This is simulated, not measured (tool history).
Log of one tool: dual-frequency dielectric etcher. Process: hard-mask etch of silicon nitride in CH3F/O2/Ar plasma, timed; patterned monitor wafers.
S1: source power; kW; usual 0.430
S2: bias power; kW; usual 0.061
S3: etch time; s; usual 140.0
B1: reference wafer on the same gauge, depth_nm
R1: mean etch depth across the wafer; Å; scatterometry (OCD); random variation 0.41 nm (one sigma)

run 1 day=0.000 | S1=0.430 S2=0.057 S3=140.0 | B1=77.1 | R1=875
run 2 day=0.842 | S1=0.430 S2=0.057 S3=140.0 | B1=77.0 | R1=871
run 3 day=1.738 | S1=0.430 S2=0.061 S3=140.0 | B1=77.0 | R1=903
run 4 day=3.146 | S1=0.430 S2=0.061 S3=140.0 | B1=77.1 | R1=908
run 5 day=4.033 | S1=0.430 S2=0.061 S3=140.0 | B1=76.9 | R1=910
run 6 day=5.425 | S1=0.430 S2=0.067 S3=140.0 | B1=77.0 | R1=963
run 7 day=5.488 | S1=0.430 S2=0.067 S3=140.0 | B1=76.9 | R1=966
run 8 day=6.075 | S1=0.430 S2=0.067 S3=140.0 | B1=77.0 | R1=964
run 9 day=6.762 | S1=0.430 S2=0.061 S3=112.0 | B1=77.0 | R1=747
run 10 day=7.612 | S1=0.520 S2=0.061 S3=170.5 | B1=77.0 | R1=1235
run 11 day=8.175 | S1=0.430 S2=0.061 S3=140.0 | B1=77.0 | R1=940
run 12 day=9.404 | S1=0.430 S2=0.061 S3=140.0 | B1=77.0 | R1=935
run 13 day=11.250 | S1=0.430 S2=0.061 S3=140.0 | B1=77.0 | R1=867
run 14 day=11.267 | S1=0.430 S2=0.061 S3=140.0 | B1=77.1 | R1=867
run 15 day=11.871 | S1=0.430 S2=0.061 S3=140.0 | B1=77.0 | R1=875
run 16 day=12.788 | S1=0.430 S2=0.061 S3=140.0 | B1=77.1 | R1=878
run 17 day=13.633 | S1=0.430 S2=0.061 S3=101.0 | B1=77.0 | R1=633
run 18 day=18.121 | S1=0.360 S2=0.061 S3=140.0 | B1=77.0 | R1=818
run 19 day=19.208 | S1=0.480 S2=0.066 S3=126.0 | B1=76.9 | R1=871
run 20 day=20.808 | S1=0.480 S2=0.061 S3=140.0 | B1=77.0 | R1=938
run 21 day=21.050 | S1=0.480 S2=0.061 S3=140.0 | B1=77.1 | R1=948
run 22 day=21.600 | S1=0.430 S2=0.061 S3=140.0 | B1=77.0 | R1=900
run 23 day=22.971 | S1=0.350 S2=0.061 S3=140.0 | B1=76.9 | R1=812
run 24 day=23.746 | S1=0.330 S2=0.061 S3=115.0 | B1=77.1 | R1=641
run 25 day=25.017 | S1=0.400 S2=0.074 S3=178.5 | B1=77.0 | R1=1168
run 26 day=25.521 | S1=0.430 S2=0.061 S3=140.0 | B1=77.0 | R1=880
run 27 day=26.854 | S1=0.430 S2=0.061 S3=127.0 | B1=77.0 | R1=797
run 28 day=27.600 | S1=0.350 S2=0.048 S3=118.5 | B1=76.9 | R1=618
run 29 day=29.062 | S1=0.510 S2=0.056 S3=167.0 | B1=76.9 | R1=1121
run 30 day=30.075 | S1=0.490 S2=0.066 S3=160.0 | B1=77.1 | R1=1125

Taken out of this log: 7 entries between the listed runs. Where each belongs, and how the hidden state differs across it:
Between runs 5 and 6: wet clean of the chamber (day 5.404)
  etch rate over this chamber's usual, %: 2.79 -> 5.55
  measured less the result without the state, R1: +24 -> +51 Å
Between runs 11 and 12: source power generator calibrated (day 8.771)
  etch rate over this chamber's usual, %: 6.11 -> 6.36
  measured less the result without the state, R1: +54 -> +56 Å
Between runs 12 and 13: wet clean of the chamber, repeated, since the last time left the tool worse (day 11.229)
  etch rate over this chamber's usual, %: 6.36 -> -0.38
  measured less the result without the state, R1: +56 -> -3 Å
Between runs 15 and 16: bias power generator calibrated (day 12.229)
  etch rate over this chamber's usual, %: -0.253 -> -0.0661
  measured less the result without the state, R1: -3 -> -1 Å
Between runs 16 and 17: gauge calibrated (day 13.246)
  etch rate over this chamber's usual, %: -0.0661 -> 0.107
  measured less the result without the state, R1: -1 -> +0 Å
Between runs 19 and 20: upper electrode replaced (day 20.788)
  etch rate over this chamber's usual, %: 1.25 -> 1.57
  measured less the result without the state, R1: +11 -> +15 Å
Between runs 24 and 25: wet clean of the chamber (day 24.996)
  etch rate over this chamber's usual, %: 2.17 -> 0.0608
  measured less the result without the state, R1: +14 -> +1 Å

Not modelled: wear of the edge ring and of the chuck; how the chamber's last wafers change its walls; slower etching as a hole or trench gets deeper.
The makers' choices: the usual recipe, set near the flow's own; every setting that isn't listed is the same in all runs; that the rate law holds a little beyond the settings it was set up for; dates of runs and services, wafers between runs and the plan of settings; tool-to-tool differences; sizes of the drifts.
